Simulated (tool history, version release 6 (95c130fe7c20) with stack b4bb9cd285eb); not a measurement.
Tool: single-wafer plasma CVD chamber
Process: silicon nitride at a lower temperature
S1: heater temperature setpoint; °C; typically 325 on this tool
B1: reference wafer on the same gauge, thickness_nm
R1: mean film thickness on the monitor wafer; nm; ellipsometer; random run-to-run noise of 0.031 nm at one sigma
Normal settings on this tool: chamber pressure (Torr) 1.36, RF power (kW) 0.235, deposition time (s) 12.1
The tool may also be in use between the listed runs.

run 1 hour=0.0 | S1=325 chamber_pressure_(Torr)=1.36 RF_power_(kW)=0.235 deposition_time_(s)=12.1 | B1=10.406 | R1=12.668
run 2 hour=48.3 | S1=325 chamber_pressure_(Torr)=1.36 RF_power_(kW)=0.235 deposition_time_(s)=12.1 | B1=10.394 | R1=12.685
-- hour=98.2 RF generator calibrated
run 3 hour=155.2 | S1=325 chamber_pressure_(Torr)=1.36 RF_power_(kW)=0.215 deposition_time_(s)=11.0 | B1=10.401 | R1=10.545
run 4 hour=196.9 | S1=325 chamber_pressure_(Torr)=1.36 RF_power_(kW)=0.235 deposition_time_(s)=12.1 | B1=10.412 | R1=12.717
run 5 hour=225.7 | S1=325 chamber_pressure_(Torr)=1.36 RF_power_(kW)=0.235 deposition_time_(s)=12.1 | B1=10.394 | R1=12.668
run 6 hour=285.2 | S1=325 chamber_pressure_(Torr)=1.54 RF_power_(kW)=0.235 deposition_time_(s)=12.1 | B1=10.401 | R1=13.243
run 7 hour=318.2 | S1=325 chamber_pressure_(Torr)=1.54 RF_power_(kW)=0.235 deposition_time_(s)=12.1 | B1=10.390 | R1=13.221
run 8 hour=352.9 | S1=325 chamber_pressure_(Torr)=1.36 RF_power_(kW)=0.210 deposition_time_(s)=12.1 | B1=10.411 | R1=11.282
run 9 hour=388.7 | S1=332 chamber_pressure_(Torr)=1.36 RF_power_(kW)=0.265 deposition_time_(s)=12.1 | B1=10.410 | R1=14.143
run 10 hour=427.2 | S1=331 chamber_pressure_(Torr)=1.68 RF_power_(kW)=0.280 deposition_time_(s)=11.0 | B1=10.400 | R1=14.507
run 11 hour=462.1 | S1=325 chamber_pressure_(Torr)=1.36 RF_power_(kW)=0.215 deposition_time_(s)=12.1 | B1=10.402 | R1=11.621
run 12 hour=494.5 | S1=325 chamber_pressure_(Torr)=1.51 RF_power_(kW)=0.235 deposition_time_(s)=12.1 | B1=10.406 | R1=13.150
run 13 hour=522.2 | S1=325 chamber_pressure_(Torr)=1.36 RF_power_(kW)=0.235 deposition_time_(s)=12.1 | B1=10.398 | R1=12.684
run 14 hour=546.7 | S1=325 chamber_pressure_(Torr)=1.36 RF_power_(kW)=0.235 deposition_time_(s)=13.6 | B1=10.408 | R1=14.254
-- hour=594.8 thermocouple changed; heater temperature recalibrated
run 15 hour=595.3 | S1=310 chamber_pressure_(Torr)=1.36 RF_power_(kW)=0.190 deposition_time_(s)=10.8 | B1=10.395 | R1=9.121
run 16 hour=612.7 | S1=325 chamber_pressure_(Torr)=1.20 RF_power_(kW)=0.220 deposition_time_(s)=10.1 | B1=10.394 | R1=9.476
run 17 hour=640.3 | S1=338 chamber_pressure_(Torr)=1.07 RF_power_(kW)=0.270 deposition_time_(s)=13.2 | B1=10.394 | R1=14.377
run 18 hour=845.6 | S1=317 chamber_pressure_(Torr)=1.05 RF_power_(kW)=0.190 deposition_time_(s)=9.8 | B1=10.394 | R1=7.499
-- hour=880.1 gauge calibrated
run 19 hour=894.9 | S1=330 chamber_pressure_(Torr)=1.36 RF_power_(kW)=0.235 deposition_time_(s)=14.4 | B1=10.389 | R1=15.024
run 20 hour=923.4 | S1=325 chamber_pressure_(Torr)=1.36 RF_power_(kW)=0.235 deposition_time_(s)=13.6 | B1=10.394 | R1=14.286
-- hour=942.4 showerhead replaced
-- hour=948.3 capacitance manometer re-zeroed and calibrated
run 21 hour=972.9 | S1=325 chamber_pressure_(Torr)=1.36 RF_power_(kW)=0.215 deposition_time_(s)=12.1 | B1=10.415 | R1=11.340
-- hour=1033.8 RF generator calibrated
run 22 hour=1034.7 | S1=325 chamber_pressure_(Torr)=1.36 RF_power_(kW)=0.210 deposition_time_(s)=12.1 | B1=10.407 | R1=11.150
run 23 hour=1103.3 | S1=319 chamber_pressure_(Torr)=1.58 RF_power_(kW)=0.195 deposition_time_(s)=10.3 | B1=10.394 | R1=9.215
run 24 hour=1144.2 | S1=325 chamber_pressure_(Torr)=1.36 RF_power_(kW)=0.235 deposition_time_(s)=12.1 | B1=10.408 | R1=12.406
run 25 hour=1219.3 | S1=325 chamber_pressure_(Torr)=1.14 RF_power_(kW)=0.235 deposition_time_(s)=12.1 | B1=10.399 | R1=11.705
run 26 hour=1404.8 | S1=325 chamber_pressure_(Torr)=1.36 RF_power_(kW)=0.235 deposition_time_(s)=12.1 | B1=10.399 | R1=12.568

Run 27 is up next; what results do you expect?
run 27 hour=1440.1 | S1=325 chamber_pressure_(Torr)=1.58 RF_power_(kW)=0.235 deposition_time_(s)=12.1 | B1=? | R1=?

Run 27 came out at B1 10.391, R1 13.192 nm.
Take away the tool's hidden state, keep the run-to-run variation as it was, and the same run would have given R1 13.044 nm.

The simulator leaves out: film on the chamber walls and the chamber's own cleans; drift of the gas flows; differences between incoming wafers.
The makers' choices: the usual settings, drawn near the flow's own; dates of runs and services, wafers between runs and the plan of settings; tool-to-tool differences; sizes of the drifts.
